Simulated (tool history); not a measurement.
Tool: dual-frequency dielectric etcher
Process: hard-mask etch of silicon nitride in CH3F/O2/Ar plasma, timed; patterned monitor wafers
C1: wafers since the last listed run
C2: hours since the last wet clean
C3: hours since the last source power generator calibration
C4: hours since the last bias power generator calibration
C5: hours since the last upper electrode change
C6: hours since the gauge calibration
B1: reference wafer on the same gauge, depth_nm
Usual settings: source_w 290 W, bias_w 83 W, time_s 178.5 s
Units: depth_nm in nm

run 1 hour=0.0 | source_w=290 bias_w=83 time_s=178.5 | C1=0 C2=30.7 C3=2673.4 C4=2576.3 C5=4468.5 C6=766.3 | B1=135.1 | depth_nm=120.0
run 2 hour=47.4 | source_w=290 bias_w=83 time_s=178.5 | C1=450 C2=78.1 C3=2720.8 C4=2623.7 C5=4515.9 C6=813.7 | B1=135.1 | depth_nm=120.4
run 3 hour=149.5 | source_w=290 bias_w=83 time_s=178.5 | C1=969 C2=180.2 C3=2822.9 C4=2725.8 C5=4618.0 C6=915.8 | B1=134.8 | depth_nm=120.7
run 4 hour=202.5 | source_w=290 bias_w=83 time_s=178.5 | C1=503 C2=233.2 C3=2875.9 C4=2778.8 C5=4671.0 C6=968.8 | B1=135.0 | depth_nm=120.8
run 5 hour=262.0 | source_w=290 bias_w=83 time_s=178.5 | C1=565 C2=292.7 C3=2935.4 C4=2838.3 C5=4730.5 C6=1028.3 | B1=135.1 | depth_nm=122.1
run 6 hour=315.8 | source_w=290 bias_w=83 time_s=178.5 | C1=510 C2=346.5 C3=2989.2 C4=2892.1 C5=4784.3 C6=1082.1 | B1=135.0 | depth_nm=122.1
run 7 hour=364.4 | source_w=290 bias_w=83 time_s=178.5 | C1=461 C2=395.1 C3=3037.8 C4=2940.7 C5=4832.9 C6=1130.7 | B1=134.9 | depth_nm=123.3
-- hour=450.7 upper electrode replaced
run 8 hour=451.2 | source_w=290 bias_w=83 time_s=178.5 | C1=596 C2=481.9 C3=3124.6 C4=3027.5 C5=0.5 C6=1217.5 | B1=135.0 | depth_nm=123.8
run 9 hour=470.1 | source_w=290 bias_w=83 time_s=178.5 | C1=179 C2=500.8 C3=3143.5 C4=3046.4 C5=19.4 C6=1236.4 | B1=135.0 | depth_nm=123.9
-- hour=545.3 wet clean of the chamber
run 10 hour=547.2 | source_w=290 bias_w=79 time_s=178.5 | C1=504 C2=1.9 C3=3220.6 C4=3123.5 C5=96.5 C6=1313.5 | B1=134.9 | depth_nm=118.1
-- hour=566.7 source power generator calibrated
run 11 hour=590.3 | source_w=290 bias_w=79 time_s=178.5 | C1=371 C2=45.0 C3=23.6 C4=3166.6 C5=139.6 C6=1356.6 | B1=135.0 | depth_nm=118.1
run 12 hour=674.5 | source_w=290 bias_w=79 time_s=178.5 | C1=799 C2=129.2 C3=107.8 C4=3250.8 C5=223.8 C6=1440.8 | B1=134.9 | depth_nm=118.5
run 13 hour=758.9 | source_w=310 bias_w=103 time_s=178.5 | C1=801 C2=213.6 C3=192.2 C4=3335.2 C5=308.2 C6=1525.2 | B1=135.1 | depth_nm=135.5
run 14 hour=844.9 | source_w=310 bias_w=83 time_s=204.0 | C1=816 C2=299.6 C3=278.2 C4=3421.2 C5=394.2 C6=1611.2 | B1=135.0 | depth_nm=143.6
run 15 hour=940.9 | source_w=290 bias_w=83 time_s=194.5 | C1=911 C2=395.6 C3=374.2 C4=3517.2 C5=490.2 C6=1707.2 | B1=135.0 | depth_nm=134.6
-- hour=988.3 bias power generator calibrated
run 16 hour=1013.8 | source_w=270 bias_w=102 time_s=178.5 | C1=654 C2=468.5 C3=447.1 C4=25.5 C5=563.1 C6=1780.1 | B1=135.0 | depth_nm=130.5
-- hour=1061.1 wet clean of the chamber
run 17 hour=1099.6 | source_w=350 bias_w=98 time_s=152.5 | C1=586 C2=38.5 C3=532.9 C4=111.3 C5=648.9 C6=1865.9 | B1=135.0 | depth_nm=117.3
run 18 hour=1191.1 | source_w=290 bias_w=83 time_s=178.5 | C1=868 C2=130.0 C3=624.4 C4=202.8 C5=740.4 C6=1957.4 | B1=134.8 | depth_nm=119.2
run 19 hour=1278.7 | source_w=270 bias_w=101 time_s=131.5 | C1=831 C2=217.6 C3=712.0 C4=290.4 C5=828.0 C6=2045.0 | B1=134.9 | depth_nm=93.0
run 20 hour=1342.5 | source_w=290 bias_w=90 time_s=178.5 | C1=605 C2=281.4 C3=775.8 C4=354.2 C5=891.8 C6=2108.8 | B1=135.0 | depth_nm=125.6
-- hour=1423.6 gauge calibrated
run 21 hour=1434.0 | source_w=310 bias_w=83 time_s=204.0 | C1=868 C2=372.9 C3=867.3 C4=445.7 C5=983.3 C6=10.4 | B1=135.2 | depth_nm=143.5
run 22 hour=1526.9 | source_w=290 bias_w=69 time_s=224.5 | C1=882 C2=465.8 C3=960.2 C4=538.6 C5=1076.2 C6=103.3 | B1=134.9 | depth_nm=144.7
run 23 hour=1615.5 | source_w=350 bias_w=76 time_s=214.5 | C1=841 C2=554.4 C3=1048.8 C4=627.2 C5=1164.8 C6=191.9 | B1=134.9 | depth_nm=155.4
-- hour=1649.1 wet clean of the chamber
run 24 hour=1659.5 | source_w=220 bias_w=67 time_s=217.0 | C1=189 C2=10.4 C3=1092.8 C4=671.2 C5=1208.8 C6=235.9 | B1=134.9 | depth_nm=119.6
run 25 hour=1704.8 | source_w=290 bias_w=83 time_s=215.5 | C1=430 C2=55.7 C3=1138.1 C4=716.5 C5=1254.1 C6=281.2 | B1=135.1 | depth_nm=145.4
run 26 hour=1783.6 | source_w=290 bias_w=83 time_s=178.5 | C1=748 C2=134.5 C3=1216.9 C4=795.3 C5=1332.9 C6=360.0 | B1=135.1 | depth_nm=121.2
run 27 hour=1869.5 | source_w=310 bias_w=83 time_s=204.0 | C1=815 C2=220.4 C3=1302.8 C4=881.2 C5=1418.8 C6=445.9 | B1=135.0 | depth_nm=142.9
run 28 hour=1936.3 | source_w=290 bias_w=83 time_s=158.5 | C1=634 C2=287.2 C3=1369.6 C4=948.0 C5=1485.6 C6=512.7 | B1=135.0 | depth_nm=108.9
run 29 hour=2008.6 | source_w=290 bias_w=83 time_s=178.5 | C1=686 C2=359.5 C3=1441.9 C4=1020.3 C5=1557.9 C6=585.0 | B1=135.0 | depth_nm=123.8
run 30 hour=2108.7 | source_w=360 bias_w=95 time_s=158.0 | C1=950 C2=459.6 C3=1542.0 C4=1120.4 C5=1658.0 C6=685.1 | B1=135.1 | depth_nm=126.4

How the hidden state differs across the entries between the runs, from the last listed run before each to the first after it:
Between runs 7 and 8: upper electrode replaced (hour 450.7)
  etch rate over this chamber's usual, %: 3.11 -> 3.78
  measured less the result without the state, depth_nm: +3.7 -> +4.5 nm
Between runs 9 and 10: wet clean of the chamber (hour 545.3)
  etch rate over this chamber's usual, %: 3.92 -> 0.24
  measured less the result without the state, depth_nm: +4.7 -> +0.3 nm
Between runs 10 and 11: source power generator calibrated (hour 566.7)
  etch rate over this chamber's usual, %: 0.24 -> 0.573
  measured less the result without the state, depth_nm: +0.3 -> +0.7 nm
Between runs 15 and 16: bias power generator calibrated (hour 988.3)
  etch rate over this chamber's usual, %: 3.28 -> 3.84
  measured less the result without the state, depth_nm: +4.3 -> +4.8 nm
Between runs 16 and 17: wet clean of the chamber (hour 1061.1)
  etch rate over this chamber's usual, %: 3.84 -> -0.288
  measured less the result without the state, depth_nm: +4.8 -> -0.3 nm
Between runs 20 and 21: gauge calibrated (hour 1423.6)
  etch rate over this chamber's usual, %: 1.59 -> 2.3
  measured less the result without the state, depth_nm: +2.0 -> +3.2 nm
Between runs 23 and 24: wet clean of the chamber (hour 1649.1)
  etch rate over this chamber's usual, %: 3.7 -> 0.575
  measured less the result without the state, depth_nm: +5.6 -> +0.7 nm

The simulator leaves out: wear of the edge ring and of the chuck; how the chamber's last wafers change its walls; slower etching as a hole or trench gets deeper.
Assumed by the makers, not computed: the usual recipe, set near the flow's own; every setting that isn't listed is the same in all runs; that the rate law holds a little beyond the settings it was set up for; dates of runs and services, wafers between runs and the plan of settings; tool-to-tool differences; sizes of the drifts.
